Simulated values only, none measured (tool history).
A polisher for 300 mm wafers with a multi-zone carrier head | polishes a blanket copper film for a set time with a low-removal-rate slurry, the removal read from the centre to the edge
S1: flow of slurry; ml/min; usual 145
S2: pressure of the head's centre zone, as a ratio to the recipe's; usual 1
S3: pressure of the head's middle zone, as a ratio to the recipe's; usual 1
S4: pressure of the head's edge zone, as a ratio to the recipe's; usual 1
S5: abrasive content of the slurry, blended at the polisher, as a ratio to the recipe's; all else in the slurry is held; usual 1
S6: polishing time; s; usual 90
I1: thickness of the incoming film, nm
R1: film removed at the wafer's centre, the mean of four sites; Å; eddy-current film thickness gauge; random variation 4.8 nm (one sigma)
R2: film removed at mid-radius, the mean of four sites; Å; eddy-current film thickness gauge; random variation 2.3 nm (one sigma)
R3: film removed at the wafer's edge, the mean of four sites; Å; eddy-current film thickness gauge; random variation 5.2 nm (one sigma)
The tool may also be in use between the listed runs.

| run | day | S1 | S2 | S3 | S4 | S5 | S6 | I1 | R1 | R2 | R3 |
|---|---|---|---|---|---|---|---|---|---|---|---|
| 1 | 0 | 145 | 1 | 1 | 1 | 1 | 70 | 1449 | 2751 | 2811 | 2756 |
|  | 2.429 | worn pad replaced by a new one |
| 2 | 5.679 | 145 | 1 | 1 | 1 | 1 | 90 | 1461.9 | 3457 | 3549 | 3574 |
| 3 | 7.812 | 125 | 0.94 | 1 | 1.1 | 1 | 90 | 1455.5 | 3059 | 3333 | 3601 |
| 4 | 10.958 | 115 | 0.9 | 1 | 1 | 0.85 | 104 | 1498 | 3145 | 3579 | 3645 |
| 5 | 12.85 | 145 | 0.94 | 1 | 1 | 1 | 115 | 1474 | 4014 | 4452 | 4475 |
| 6 | 15.775 | 145 | 1 | 1 | 1 | 1 | 90 | 1476.9 | 3384 | 3515 | 3542 |
|  | 17.65 | centre zone pressure recalibrated |
| 7 | 17.933 | 145 | 1 | 0.97 | 1.08 | 1 | 90 | 1500.3 | 3357 | 3387 | 3644 |
|  | 18.817 | worn pad replaced by a new one, of another model than before |
| 8 | 19.162 | 145 | 1 | 1 | 1 | 1 | 90 | 1480.4 | 3109 | 3181 | 3320 |
|  | 19.592 | carrier head's membrane replaced by a new one |
| 9 | 20.938 | 145 | 1 | 1 | 1 | 1 | 90 | 1488.6 | 3109 | 3179 | 3255 |
|  | 21.212 | slurry nozzle cleaned |
| 10 | 23.412 | 145 | 1.04 | 0.91 | 1 | 1 | 90 | 1477 | 3853 | 3471 | 3645 |
| 11 | 25.158 | 145 | 1.07 | 1 | 1 | 1.15 | 76 | 1465.7 | 3501 | 3274 | 3266 |
|  | 25.621 | edge zone pressure recalibrated |
| 12 | 27.629 | 145 | 1.04 | 0.96 | 1 | 1.1 | 61 | 1448.7 | 2604 | 2458 | 2546 |
| 13 | 29.9 | 145 | 1 | 1 | 1.1 | 1.2 | 90 | 1463.4 | 3816 | 3800 | 3848 |
| 14 | 31.029 | 145 | 1.07 | 1 | 1 | 1.15 | 76 | 1439 | 3312 | 3116 | 3104 |
| 15 | 32.271 | 145 | 1 | 1 | 1 | 1 | 90 | 1469.9 | 3498 | 3567 | 3624 |
| 16 | 34.508 | 160 | 1.09 | 1 | 1 | 1 | 90 | 1483.4 | 3843 | 3642 | 3584 |
| 17 | 35.988 | 145 | 1 | 1 | 1 | 1 | 90 | 1473 | 3285 | 3484 | 3448 |
|  | 37.617 | worn pad replaced by a new one |
| 18 | 37.658 | 145 | 1 | 1 | 0.93 | 1 | 109 | 1477.4 | 4020 | 4165 | 4050 |
| 19 | 40.65 | 145 | 1 | 1.09 | 1 | 1 | 90 | 1468.6 | 3355 | 3692 | 3422 |
| 20 | 42.538 | 145 | 1 | 1 | 1 | 1 | 90 | 1465.1 | 3214 | 3343 | 3479 |
| 21 | 43.821 | 115 | 0.89 | 1 | 1 | 1 | 90 | 1438.5 | 2458 | 2865 | 3104 |

Forecast each of these 4 alternatives for the next run:
| A | 43.842 | 145 | 1 | 1 | 1 | 1 | 90 | 1493.7 | ? | ? | ? |
| B | 43.842 | 160 | 1 | 0.97 | 1.08 | 1 | 90 | 1493.7 | ? | ? | ? |
| C | 43.842 | 120 | 1 | 1 | 1 | 1.25 | 90 | 1493.7 | ? | ? | ? |
| D | 43.842 | 145 | 1 | 1.08 | 1 | 1 | 90 | 1493.7 | ? | ? | ? |

| run | R1 | R2 | R3 |
|---|---|---|---|
| A | 3291 | 3330 | 3379 |
| B | 3474 | 3400 | 3621 |
| C | 3020 | 3126 | 3321 |
| D | 3293 | 3555 | 3375 |
Without the tool's hidden state the same runs would have given:
| run | R1 | R2 | R3 |
|---|---|---|---|
| A | 3838 | 3805 | 3702 |
| B | 3962 | 3815 | 3925 |
| C | 3739 | 3748 | 3730 |
| D | 3840 | 4062 | 3698 |
